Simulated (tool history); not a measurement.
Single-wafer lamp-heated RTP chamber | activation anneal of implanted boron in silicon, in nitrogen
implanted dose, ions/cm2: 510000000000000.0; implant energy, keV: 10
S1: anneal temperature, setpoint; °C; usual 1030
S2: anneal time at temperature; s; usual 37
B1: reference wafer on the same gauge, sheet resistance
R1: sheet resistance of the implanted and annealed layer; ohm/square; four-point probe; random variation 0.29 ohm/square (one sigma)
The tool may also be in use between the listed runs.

run   hour    S1  S2      B1      R1
  1    0.0  1030  37  228.23  196.31
       4.3  -- reflector plate cleaned
  2   25.2  1030  37  228.43  196.64
  3   55.5  1036  54  228.48  194.61
  4  159.9  1036  54  228.77  194.92
     191.8  -- reflector plate cleaned
  5  192.9  1036  54  229.08  195.29
  6  213.8  1030  52  229.25  195.78
  7  234.1  1030  52  229.29  196.28
     266.6  -- pyrometer window cleaned and pyrometer calibrated
  8  286.5  1030  37  229.63  197.52
     291.0  -- gauge calibrated
  9  319.8  1030  37  228.30  196.64
 10  344.6  1030  37  228.20  196.25
     366.3  -- reflector plate cleaned
 11  367.7  1030  37  228.37  195.90
 12  403.3  1030  37  228.33  196.78
 13  421.9  1030  37  228.25  195.77
 14  451.8  1030  37  228.39  196.67

Run 15 comes next. What will it give?
 15  480.6  1052  37   ?   ?

{"run 15": {"B1": 228.37, "R1": 195.15}}
Without the tool's hidden state the same run would have given R1 194.77 ohm/square.

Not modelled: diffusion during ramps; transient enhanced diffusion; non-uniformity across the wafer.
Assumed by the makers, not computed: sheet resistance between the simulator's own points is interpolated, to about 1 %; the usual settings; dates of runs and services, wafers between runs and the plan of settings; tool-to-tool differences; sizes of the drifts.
